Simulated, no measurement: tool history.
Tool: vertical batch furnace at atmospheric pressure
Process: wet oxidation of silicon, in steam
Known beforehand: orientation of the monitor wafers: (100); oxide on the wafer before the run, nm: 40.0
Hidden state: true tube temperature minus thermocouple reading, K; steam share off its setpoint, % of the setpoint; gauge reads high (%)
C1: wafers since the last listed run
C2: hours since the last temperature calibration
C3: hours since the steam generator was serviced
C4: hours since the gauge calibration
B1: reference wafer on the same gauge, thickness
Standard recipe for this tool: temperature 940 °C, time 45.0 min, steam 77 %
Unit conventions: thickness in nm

run 1 day=0.000 | temperature=951 time=45.0 steam=77 | C1=0 C2=2063.7 C3=4216.4 C4=138.3 | B1=206.03 | thickness=199.76
run 2 day=0.450 | temperature=940 time=45.0 steam=77 | C1=121 C2=2074.5 C3=4227.2 C4=149.1 | B1=205.92 | thickness=181.30
run 3 day=1.050 | temperature=940 time=45.0 steam=77 | C1=161 C2=2088.9 C3=4241.6 C4=163.5 | B1=206.03 | thickness=181.45
-- day=2.262 steam generator serviced
run 4 day=2.283 | temperature=940 time=45.0 steam=80 | C1=62 C2=2118.5 C3=0.5 C4=193.1 | B1=205.99 | thickness=186.33
run 5 day=2.446 | temperature=940 time=45.0 steam=80 | C1=33 C2=2122.4 C3=4.4 C4=197.0 | B1=205.95 | thickness=186.41
-- day=3.408 thermocouples replaced and temperature profile calibrated
run 6 day=3.429 | temperature=940 time=45.0 steam=77 | C1=6 C2=0.5 C3=28.0 C4=220.6 | B1=206.09 | thickness=181.81
-- day=3.521 gauge calibrated
run 7 day=3.588 | temperature=940 time=45.0 steam=77 | C1=42 C2=4.3 C3=31.8 C4=1.6 | B1=206.05 | thickness=181.61
run 8 day=3.750 | temperature=940 time=45.0 steam=77 | C1=43 C2=8.2 C3=35.7 C4=5.5 | B1=206.05 | thickness=181.98
run 9 day=3.912 | temperature=940 time=45.0 steam=77 | C1=43 C2=12.1 C3=39.6 C4=9.4 | B1=205.96 | thickness=181.65
run 10 day=4.075 | temperature=940 time=45.0 steam=80 | C1=43 C2=16.0 C3=43.5 C4=13.3 | B1=205.96 | thickness=186.72
run 11 day=4.296 | temperature=960 time=45.0 steam=71 | C1=59 C2=21.3 C3=48.8 C4=18.6 | B1=205.93 | thickness=204.22
run 12 day=4.571 | temperature=923 time=31.0 steam=84 | C1=73 C2=27.9 C3=55.4 C4=25.2 | B1=206.06 | thickness=130.11
run 13 day=5.204 | temperature=955 time=35.0 steam=80 | C1=170 C2=43.1 C3=70.6 C4=40.4 | B1=205.95 | thickness=178.58
run 14 day=5.800 | temperature=918 time=59.0 steam=77 | C1=160 C2=57.4 C3=84.9 C4=54.7 | B1=205.99 | thickness=181.12
run 15 day=6.354 | temperature=924 time=57.5 steam=68 | C1=149 C2=70.7 C3=98.2 C4=68.0 | B1=206.03 | thickness=172.23
run 16 day=6.858 | temperature=940 time=45.0 steam=77 | C1=135 C2=82.8 C3=110.3 C4=80.1 | B1=205.95 | thickness=181.66
run 17 day=7.296 | temperature=940 time=39.0 steam=83 | C1=117 C2=93.3 C3=120.8 C4=90.6 | B1=206.03 | thickness=173.27

Forecast each of these 5 alternatives for the next run:
run A day=7.462 | temperature=940 time=45.0 steam=77 | C1=44 C2=97.3 C3=124.8 C4=94.6 | B1=? | thickness=?
run B day=7.462 | temperature=964 time=29.5 steam=84 | C1=44 C2=97.3 C3=124.8 C4=94.6 | B1=? | thickness=?
run C day=7.462 | temperature=918 time=45.0 steam=77 | C1=44 C2=97.3 C3=124.8 C4=94.6 | B1=? | thickness=?
run D day=7.462 | temperature=962 time=45.0 steam=82 | C1=44 C2=97.3 C3=124.8 C4=94.6 | B1=? | thickness=?
run E day=7.462 | temperature=961 time=52.0 steam=73 | C1=44 C2=97.3 C3=124.8 C4=94.6 | B1=? | thickness=?

run=A B1=206.06 thickness=181.53
run=B B1=206.06 thickness=177.65
run=C B1=206.06 thickness=150.23
run=D B1=206.06 thickness=229.09
run=E B1=206.06 thickness=231.64
Stripped of hidden state, with their random variation kept, the same runs would have yielded:
run=A thickness=181.53
run=B thickness=177.65
run=C thickness=150.23
run=D thickness=229.09
run=E thickness=231.64
